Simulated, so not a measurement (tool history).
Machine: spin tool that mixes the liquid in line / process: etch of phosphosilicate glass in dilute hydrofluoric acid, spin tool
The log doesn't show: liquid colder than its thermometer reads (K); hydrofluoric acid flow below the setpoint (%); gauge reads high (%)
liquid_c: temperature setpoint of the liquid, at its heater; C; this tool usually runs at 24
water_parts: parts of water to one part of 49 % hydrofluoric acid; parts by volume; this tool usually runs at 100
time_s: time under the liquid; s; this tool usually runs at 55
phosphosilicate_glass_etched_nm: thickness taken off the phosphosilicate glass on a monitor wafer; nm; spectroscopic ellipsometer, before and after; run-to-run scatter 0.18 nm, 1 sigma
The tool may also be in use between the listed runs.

run,hour,liquid_c,water_parts,time_s,wafers since the last listed run,hours since the thermometer was replaced,hours since the hydrofluoric acid flow meter was replaced,hours since the gauge calibration,"read-back film thickness of the phosphosilicate glass reference wafer, read on the same gauge (nm)",phosphosilicate_glass_etched_nm
1,0,24,100,55,0,2770.4,458.7,118.3,120.01,30.11
2,15,24,100,55,223,2785.4,473.7,133.3,120.01,29.7
3,26.2,24,100,55,166,2796.6,484.9,144.5,120,29.72
4,40.3,24,100,55,209,2810.7,499,158.6,119.99,29.95
5,48.9,24,100,55,128,2819.3,507.6,167.2,119.98,29.64
6,65.9,24,100,55,253,2836.3,524.6,184.2,119.99,29.66
7,74.7,24,60,65,131,2845.1,533.4,193,120.02,61.8
8,81.9,24,60,65,107,2852.3,540.6,200.2,119.99,61.98
9,98.3,24,60,65,244,2868.7,557,216.6,120.02,61.72
# hour 104.5: hydrofluoric acid flow meter replaced
10,105.2,24,100,55,87,2875.6,0.7,223.5,120.03,32.14
# hour 119.3: gauge calibrated
11,122.9,24,125,80,263,2893.3,18.4,3.6,120.01,36.6
12,129.9,24,100,55,104,2900.3,25.4,10.6,120.03,32.03
13,145.9,24,55,65,238,2916.3,41.4,26.6,120.01,72.63
14,156.7,24,100,55,160,2927.1,52.2,37.4,120.02,31.87
# hour 161.4: thermometer replaced
15,162.9,24,100,55,77,1.5,58.4,43.6,119.99,32.1
16,174.2,27,100,20,168,12.8,69.7,54.9,120,13.14
17,185,24,65,75,160,23.6,80.5,65.7,119.99,69.35
18,195.4,24,130,35,154,34,90.9,76.1,120.01,15.08
19,212.5,22,140,55,254,51.1,108,93.2,120.01,19.96
20,229.2,24,100,75,248,67.8,124.7,109.9,120.03,42.99

Here are 4 independent what-if runs from the current tool condition. What would each one return?
A,229.6,24,100,30,5,68.2,125.1,110.3,?,?
B,229.6,27.5,130,80,5,68.2,125.1,110.3,?,?
C,229.6,27.5,70,70,5,68.2,125.1,110.3,?,?
D,229.6,27,140,30,5,68.2,125.1,110.3,?,?

run,"read-back film thickness of the phosphosilicate glass reference wafer, read on the same gauge (nm)",phosphosilicate_glass_etched_nm
A,120.02,17.22
B,120.02,38.9
C,120.02,68.58
D,120.02,13.13
Take away the tool's hidden state, keep each run's random variation, and the runs would have read:
run,phosphosilicate_glass_etched_nm
A,17.65
B,39.9
C,70.24
D,13.47

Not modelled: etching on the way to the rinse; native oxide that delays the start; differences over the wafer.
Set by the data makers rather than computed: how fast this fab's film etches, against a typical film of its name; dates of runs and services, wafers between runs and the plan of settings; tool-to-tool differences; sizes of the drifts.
